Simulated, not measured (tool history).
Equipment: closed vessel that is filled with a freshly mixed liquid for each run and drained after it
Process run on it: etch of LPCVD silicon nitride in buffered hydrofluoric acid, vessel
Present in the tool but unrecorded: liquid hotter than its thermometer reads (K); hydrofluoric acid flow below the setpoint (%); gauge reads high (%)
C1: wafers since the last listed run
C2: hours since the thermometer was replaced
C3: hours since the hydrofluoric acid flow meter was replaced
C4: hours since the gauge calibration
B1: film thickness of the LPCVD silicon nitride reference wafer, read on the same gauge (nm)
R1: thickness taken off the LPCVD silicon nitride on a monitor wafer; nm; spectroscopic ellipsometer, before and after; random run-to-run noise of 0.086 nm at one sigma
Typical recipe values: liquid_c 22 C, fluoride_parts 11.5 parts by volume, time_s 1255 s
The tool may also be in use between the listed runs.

run 1 hour=0 | liquid_c=18 fluoride_parts=10 time_s=1255 | C1=0 C2=1624 C3=128.8 C4=483.7 | B1=30 | R1=13.6
run 2 hour=41.4 | liquid_c=18 fluoride_parts=10 time_s=1255 | C1=2292 C2=1665.4 C3=170.2 C4=525.1 | B1=29.99 | R1=13.69
run 3 hour=87.3 | liquid_c=18 fluoride_parts=10 time_s=1255 | C1=2541 C2=1711.3 C3=216.1 C4=571 | B1=30 | R1=13.7
run 4 hour=143.9 | liquid_c=20 fluoride_parts=9 time_s=1255 | C1=3134 C2=1767.9 C3=272.7 C4=627.6 | B1=30 | R1=16.44
run 5 hour=192.4 | liquid_c=20 fluoride_parts=9 time_s=1255 | C1=2685 C2=1816.4 C3=321.2 C4=676.1 | B1=30 | R1=16.41
run 6 hour=288 | liquid_c=22 fluoride_parts=11.5 time_s=1255 | C1=5293 C2=1912 C3=416.8 C4=771.7 | B1=30.01 | R1=15.06
run 7 hour=353.1 | liquid_c=22 fluoride_parts=11.5 time_s=1255 | C1=3604 C2=1977.1 C3=481.9 C4=836.8 | B1=30 | R1=14.94
run 8 hour=398.1 | liquid_c=22 fluoride_parts=11.5 time_s=1255 | C1=2491 C2=2022.1 C3=526.9 C4=881.8 | B1=30.01 | R1=15.15
run 9 hour=463.2 | liquid_c=22 fluoride_parts=11.5 time_s=1780 | C1=3604 C2=2087.2 C3=592 C4=946.9 | B1=30 | R1=21.38
run 10 hour=501.6 | liquid_c=22 fluoride_parts=11.5 time_s=1780 | C1=2126 C2=2125.6 C3=630.4 C4=985.3 | B1=29.99 | R1=21.24
run 11 hour=552.1 | liquid_c=22 fluoride_parts=11.5 time_s=1780 | C1=2796 C2=2176.1 C3=680.9 C4=1035.8 | B1=30.01 | R1=21.38
run 12 hour=620.5 | liquid_c=22 fluoride_parts=11.5 time_s=1255 | C1=3787 C2=2244.5 C3=749.3 C4=1104.2 | B1=30 | R1=15.04
run 13 hour=685.7 | liquid_c=22 fluoride_parts=11.5 time_s=1255 | C1=3610 C2=2309.7 C3=814.5 C4=1169.4 | B1=29.97 | R1=14.97
run 14 hour=786.6 | liquid_c=22 fluoride_parts=11.5 time_s=1255 | C1=5587 C2=2410.6 C3=915.4 C4=1270.3 | B1=29.99 | R1=15.02
-- hour=814.2 thermometer replaced
run 15 hour=892.5 | liquid_c=22 fluoride_parts=11.5 time_s=1255 | C1=5808 C2=78.3 C3=1021.3 C4=1376.2 | B1=30 | R1=14.49
run 16 hour=993.1 | liquid_c=17.5 fluoride_parts=11.5 time_s=755 | C1=5570 C2=178.9 C3=1121.9 C4=1476.8 | B1=30.03 | R1=6.85
run 17 hour=1089.5 | liquid_c=24.5 fluoride_parts=14.5 time_s=1740 | C1=5338 C2=275.3 C3=1218.3 C4=1573.2 | B1=30.02 | R1=18.28
-- hour=1129.6 hydrofluoric acid flow meter replaced
run 18 hour=1194.7 | liquid_c=22 fluoride_parts=11.5 time_s=1255 | C1=5770 C2=380.5 C3=65.1 C4=1678.4 | B1=29.98 | R1=14.82
-- hour=1214.5 gauge calibrated
run 19 hour=1237 | liquid_c=22 fluoride_parts=11.5 time_s=1255 | C1=2342 C2=422.8 C3=107.4 C4=22.5 | B1=30 | R1=14.54
run 20 hour=1338.2 | liquid_c=22 fluoride_parts=11.5 time_s=1255 | C1=5603 C2=524 C3=208.6 C4=123.7 | B1=30.01 | R1=14.64
run 21 hour=1433.9 | liquid_c=23.5 fluoride_parts=14 time_s=880 | C1=5299 C2=619.7 C3=304.3 C4=219.4 | B1=30.01 | R1=9.2
run 22 hour=1538.3 | liquid_c=22 fluoride_parts=11.5 time_s=1255 | C1=5781 C2=724.1 C3=408.7 C4=323.8 | B1=30 | R1=14.69
run 23 hour=1613.6 | liquid_c=26.5 fluoride_parts=11.5 time_s=1995 | C1=4169 C2=799.4 C3=484 C4=399.1 | B1=29.99 | R1=30.07
run 24 hour=1698.5 | liquid_c=22 fluoride_parts=11.5 time_s=900 | C1=4701 C2=884.3 C3=568.9 C4=484 | B1=30 | R1=10.61
run 25 hour=1777.3 | liquid_c=20.5 fluoride_parts=9 time_s=830 | C1=4363 C2=963.1 C3=647.7 C4=562.8 | B1=30 | R1=11.07
run 26 hour=1883.3 | liquid_c=22 fluoride_parts=11.5 time_s=1255 | C1=5869 C2=1069.1 C3=753.7 C4=668.8 | B1=30.01 | R1=14.92

Forecast run 27:
run 27 hour=1985.6 | liquid_c=22 fluoride_parts=9 time_s=1255 | C1=5664 C2=1171.4 C3=856 C4=771.1 | B1=? | R1=?

{"run 27": {"B1": 30.02, "R1": 18.21}}
Take away the tool's hidden state, keep the run-to-run variation as it was, and the same run would have given R1 17.61 nm.
